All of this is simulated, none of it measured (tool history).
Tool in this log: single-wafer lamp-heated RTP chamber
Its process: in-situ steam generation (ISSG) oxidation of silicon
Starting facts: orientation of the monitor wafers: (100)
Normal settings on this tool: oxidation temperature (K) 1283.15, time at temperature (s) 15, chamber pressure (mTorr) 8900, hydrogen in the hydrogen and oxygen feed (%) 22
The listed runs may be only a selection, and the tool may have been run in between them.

run	day	oxidation temperature (K)	time at temperature (s)	chamber pressure (mTorr)	hydrogen in the hydrogen and oxygen feed (%)	read-back reference wafer on the same gauge, thickness	oxide thickness on the monitor wafer (angstrom)
1	0	1283.15	15	8900	18	4.143	49.28
2	1.333	1283.15	15	8900	22	4.142	51.54
3	2.754	1283.15	15	8900	22	4.147	51.62
4	4.238	1283.15	15	8900	22	4.146	51.74
5	5.242	1283.15	15	8900	22	4.14	51.48
6	6.192	1283.15	15	9400	22	4.15	51.36
7	7.604	1283.15	15	9400	22	4.138	51.14
8	8.312	1283.15	15	9400	22	4.136	50.93
# day 8.679: pyrometer window cleaned and pyrometer calibrated
9	9.633	1283.15	15	8900	22	4.141	49.63
# day 10.05: gauge calibrated
10	10.262	1283.15	15	8900	22	4.146	49.58
11	11.104	1283.15	15	8900	22	4.144	49.76
12	12.304	1283.15	15	8900	13	4.144	44.24
# day 13.117: hydrogen flow controller replaced
13	13.404	1283.15	18	8900	31	4.137	59.09
14	14.717	1273.15	13	9500	28	4.145	47.88
15	16.046	1283.15	15	8900	22	4.143	50.49
16	17.221	1299.15	9	8400	26	4.142	45.2
# day 18.229: pressure gauge zeroed
17	18.25	1264.15	18	8000	19	4.138	49.66
18	19.212	1283.15	11	8900	31	4.147	48.6
19	20.642	1278.15	15	8900	22	4.142	49.99

What will run 20 give?
20	21.954	1283.15	15	8900	22	?	?

read-back reference wafer on the same gauge, thickness: 4.147
oxide thickness on the monitor wafer (angstrom): 50.88
Without the tool's hidden state the same run would have given oxide thickness on the monitor wafer (angstrom) 49.44.
